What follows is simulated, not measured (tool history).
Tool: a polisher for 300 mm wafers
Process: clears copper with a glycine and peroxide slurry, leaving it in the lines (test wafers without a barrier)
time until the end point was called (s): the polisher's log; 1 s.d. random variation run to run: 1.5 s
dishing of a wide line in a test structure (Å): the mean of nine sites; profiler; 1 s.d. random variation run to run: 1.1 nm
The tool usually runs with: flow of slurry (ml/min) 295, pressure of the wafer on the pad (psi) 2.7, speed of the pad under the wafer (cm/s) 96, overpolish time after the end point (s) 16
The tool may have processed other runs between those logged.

run	hour	flow of slurry (ml/min)	pressure of the wafer on the pad (psi)	speed of the pad under the wafer (cm/s)	overpolish time after the end point (s)	incoming thickness of the incoming film, nm	time until the end point was called (s)	dishing of a wide line in a test structure (Å)
1	0.0	295	2.7	96	16	403.0	80.6	542
2	11.6	295	2.7	96	16	407.9	81.8	550
3	19.6	295	2.7	96	16	414.0	79.6	523
4	35.6	295	2.7	96	16	408.6	84.5	537
5	49.9	295	2.7	96	16	408.5	84.5	531
6	64.1	295	2.7	96	16	413.3	89.7	526
7	81.5	295	2.7	96	16	411.2	84.6	479
8	94.2	295	2.7	96	16	413.5	92.1	480
9	104.7	295	2.7	96	16	403.5	86.5	499
# hour 111.8: worn pad replaced by a new one
10	114.4	295	2.3	96	22	409.2	89.3	649
11	129.5	295	2.7	96	16	409.2	80.8	539
12	140.4	295	2.7	96	16	410.2	78.9	531
13	154.5	295	2.7	96	16	409.7	82.1	513
14	164.9	295	2.7	96	16	406.1	81.1	516
15	182.1	295	2.7	96	16	407.5	84.0	517
16	199.6	295	2.7	96	16	410.8	86.6	497
17	210.4	295	2.7	96	16	408.8	89.8	492
18	218.1	265	1.9	96	16	407.3	120.5	385
# hour 228.8: worn pad replaced by a new one
# hour 247.3: slurry nozzle cleaned
19	266.6	295	2.7	96	20	410.1	85.1	638
20	275.5	200	2.7	96	25	408.2	88.0	716
# hour 313.1: head pressure recalibrated
21	313.6	200	2.2	80	25	405.0	122.1	570
# hour 324.0: worn pad replaced by a new one
22	324.4	295	2.7	96	16	412.9	83.4	539
23	336.8	295	3.6	126	16	411.8	52.1	774
24	353.5	295	2.7	96	23	413.1	85.1	711
25	370.7	360	2.1	96	12	408.1	102.7	336
26	376.7	295	3.5	96	11	413.1	70.1	447
27	392.4	295	2.7	72	16	411.1	107.3	420
28	405.2	295	1.9	84	16	409.5	125.7	346
# hour 424.9: worn pad replaced by a new one
29	425.4	295	3.0	96	16	402.1	71.1	596
30	437.8	295	2.7	104	7	412.4	80.7	272
31	449.2	325	2.7	78	23	406.7	93.3	616
32	464.1	360	3.4	80	13	412.7	78.6	483
33	473.2	345	3.6	96	26	412.6	65.1	972
34	479.2	295	2.4	96	24	404.2	94.2	660
35	488.0	295	2.7	96	16	417.6	89.7	496
36	496.5	295	2.7	96	16	405.6	87.0	519

Here are 3 independent what-if runs from the current tool condition. What would each one return?
A	497.0	295	2.7	96	16	411.3	?	?
B	497.0	325	2.7	68	16	411.3	?	?
C	497.0	295	2.7	62	16	411.3	?	?

run	time until the end point was called (s)	dishing of a wide line in a test structure (Å)
A	87.8	497
B	109.7	410
C	117.3	387
What these runs would have given with no unlogged condition in the tool:
run	time until the end point was called (s)	dishing of a wide line in a test structure (Å)
A	79.3	543
B	99.1	450
C	105.9	424
